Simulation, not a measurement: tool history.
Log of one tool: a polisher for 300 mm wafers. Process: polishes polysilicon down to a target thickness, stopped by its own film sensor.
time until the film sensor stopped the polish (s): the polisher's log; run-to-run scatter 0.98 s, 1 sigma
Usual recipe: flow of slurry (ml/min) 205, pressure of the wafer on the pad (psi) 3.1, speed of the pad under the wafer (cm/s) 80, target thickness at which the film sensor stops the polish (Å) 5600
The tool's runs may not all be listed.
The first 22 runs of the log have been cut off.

run	hour	flow of slurry (ml/min)	pressure of the wafer on the pad (psi)	speed of the pad under the wafer (cm/s)	target thickness at which the film sensor stops the polish (Å)	wafers since the last listed run	wafers polished on this pad	hours since the slurry nozzle was cleaned	hours since the head pressure was calibrated	incoming thickness of the incoming film, nm	time until the film sensor stopped the polish (s)
# hour 977.6: slurry nozzle cleaned
# hour 1004.8: worn pad replaced by a new one
23	1008.5	205	3.1	80	3700	462	37	30.9	1074.5	1227.8	112
24	1069.5	205	3.1	80	5600	618	655	91.9	1135.5	1234	88.8
25	1119.4	205	3.6	80	5600	505	1161	141.8	1185.4	1208.6	72.9
# hour 1161.3: head pressure recalibrated
26	1182.9	205	3.7	80	5600	623	1784	205.3	21.6	1233.3	68.1
27	1237	205	3.5	80	6640	548	2332	259.4	75.7	1240.8	62.8
28	1302.5	205	2.2	80	4480	663	2996	324.9	141.2	1223.1	132.7
29	1327.7	205	3.1	80	5600	255	3251	350.1	166.4	1206.1	79.9
30	1397	205	3.1	80	5600	702	3953	419.4	235.7	1227.9	81.9
31	1465.7	155	3.9	96	3470	696	4649	488.1	304.4	1224.9	75.1
32	1529	225	3.1	80	5600	641	5291	551.4	367.7	1230.1	81.9
# hour 1543.7: worn pad replaced by a new one
# hour 1623.6: slurry nozzle cleaned
33	1667	205	3.5	80	6640	1347	1239	43.4	505.7	1220.2	60.1
34	1733.9	235	3.6	54	4930	677	1917	110.3	572.6	1252	119.9
35	1767.6	135	2.7	58	5600	341	2258	144	606.3	1254.3	146.6
36	1825.9	240	3.1	80	6720	590	2849	202.3	664.6	1210.3	67.2
37	1890.8	205	3.1	80	5600	657	3507	267.2	729.5	1229.7	84.8
38	1928.6	205	3.1	80	5600	383	3890	305	767.3	1221.8	81.8

3 ways to go on from here, each from the tool as it stands after run 38. What would each give?
A	1929.1	205	3.1	80	5600	5	3895	305.5	767.8	1242.7	?
B	1929.1	205	3.8	54	3940	5	3895	305.5	767.8	1242.7	?
C	1929.1	235	3.1	80	5600	5	3895	305.5	767.8	1242.7	?

run	time until the film sensor stopped the polish (s)
A	85
B	127.7
C	83.5
The same runs, with their run-to-run variation unchanged, on a tool lacking any hidden condition would have given:
run	time until the film sensor stopped the polish (s)
A	82.8
B	124.4
C	81.4
